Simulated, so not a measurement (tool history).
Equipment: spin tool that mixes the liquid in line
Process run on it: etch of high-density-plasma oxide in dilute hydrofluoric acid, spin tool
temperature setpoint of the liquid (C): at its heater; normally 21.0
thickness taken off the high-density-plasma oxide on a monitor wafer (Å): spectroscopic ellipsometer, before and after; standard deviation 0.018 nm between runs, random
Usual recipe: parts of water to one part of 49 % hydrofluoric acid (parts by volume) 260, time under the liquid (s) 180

run	hour	temperature setpoint of the liquid (C)	parts of water to one part of 49 % hydrofluoric acid (parts by volume)	time under the liquid (s)	wafers since the last listed run	hours since the thermometer was replaced	hours since the hydrofluoric acid flow meter was replaced	hours since the gauge calibration	read-back film thickness of the high-density-plasma oxide reference wafer, read on the same gauge (nm)	thickness taken off the high-density-plasma oxide on a monitor wafer (Å)
1	0.0	21.0	260	180	0	1737.4	1894.9	224.7	129.991	25.72
2	7.3	21.0	260	180	56	1744.7	1902.2	232.0	130.013	25.89
3	19.0	21.0	260	180	90	1756.4	1913.9	243.7	130.010	25.46
4	34.9	21.0	260	180	123	1772.3	1929.8	259.6	130.003	25.72
5	49.0	21.0	260	145	109	1786.4	1943.9	273.7	129.997	20.81
6	65.1	21.0	260	145	124	1802.5	1960.0	289.8	129.991	20.55
7	77.8	21.0	260	145	98	1815.2	1972.7	302.5	130.002	20.94
# hour 82.0: thermometer replaced
8	84.1	21.0	260	180	41	2.1	1979.0	308.8	129.982	27.08
9	99.0	21.0	260	180	115	17.0	1993.9	323.7	130.021	26.69
10	111.2	21.0	260	180	94	29.2	2006.1	335.9	129.991	26.79
11	126.9	21.0	175	180	121	44.9	2021.8	351.6	129.992	43.49
12	133.2	21.0	260	180	48	51.2	2028.1	357.9	129.999	26.89
# hour 139.6: hydrofluoric acid flow meter replaced
13	143.0	21.0	325	115	68	61.0	3.4	367.7	129.995	13.00
# hour 150.0: thermometer replaced, repeated, since the last time left the tool worse
14	159.0	21.0	260	180	116	9.0	19.4	383.7	130.000	24.27
15	174.9	18.0	260	115	123	24.9	35.3	399.6	129.988	13.70
16	191.1	21.0	260	180	125	41.1	51.5	415.8	129.994	24.37
17	199.5	24.5	260	215	65	49.5	59.9	424.2	129.997	32.27
18	212.5	21.0	260	180	100	62.5	72.9	437.2	130.006	24.46
19	220.9	21.0	260	180	65	70.9	81.3	445.6	130.010	24.17
# hour 226.1: gauge calibrated
20	233.0	24.0	355	180	93	83.0	93.4	6.9	130.015	18.20
21	246.0	21.0	365	265	100	96.0	106.4	19.9	130.005	22.95
22	260.8	22.5	260	255	114	110.8	121.2	34.7	129.993	36.26
23	276.3	17.0	185	90	120	126.3	136.7	50.2	129.998	15.60
24	291.7	21.0	260	180	119	141.7	152.1	65.6	130.002	24.47
25	298.9	22.5	385	255	55	148.9	159.3	72.8	130.012	21.89
26	315.4	21.0	260	180	127	165.4	175.8	89.3	130.007	24.35
27	323.9	23.5	345	180	65	173.9	184.3	97.8	130.020	18.27
28	335.5	21.0	260	235	89	185.5	195.9	109.4	129.993	31.51
29	343.2	23.0	310	180	59	193.2	203.6	117.1	130.002	21.10
30	351.7	24.0	355	180	65	201.7	212.1	125.6	130.030	18.01
31	358.6	19.5	310	180	53	208.6	219.0	132.5	129.995	18.64
32	376.0	21.0	260	180	134	226.0	236.4	149.9	130.007	24.43
33	386.2	24.0	330	270	79	236.2	246.6	160.1	129.999	29.72

What if the next run were any one of these 3? Each begins from the tool's condition after run 33:
A	386.7	19.0	260	180	3	236.7	247.1	160.6	?	?
B	386.7	19.5	260	180	3	236.7	247.1	160.6	?	?
C	386.7	21.0	260	115	3	236.7	247.1	160.6	?	?

run	read-back film thickness of the high-density-plasma oxide reference wafer, read on the same gauge (nm)	thickness taken off the high-density-plasma oxide on a monitor wafer (Å)
A	130.015	22.48
B	130.015	22.90
C	130.015	15.47
Stripped of hidden state, with their random variation kept, the same runs would have yielded:
run	thickness taken off the high-density-plasma oxide on a monitor wafer (Å)
A	22.23
B	22.66
C	15.31

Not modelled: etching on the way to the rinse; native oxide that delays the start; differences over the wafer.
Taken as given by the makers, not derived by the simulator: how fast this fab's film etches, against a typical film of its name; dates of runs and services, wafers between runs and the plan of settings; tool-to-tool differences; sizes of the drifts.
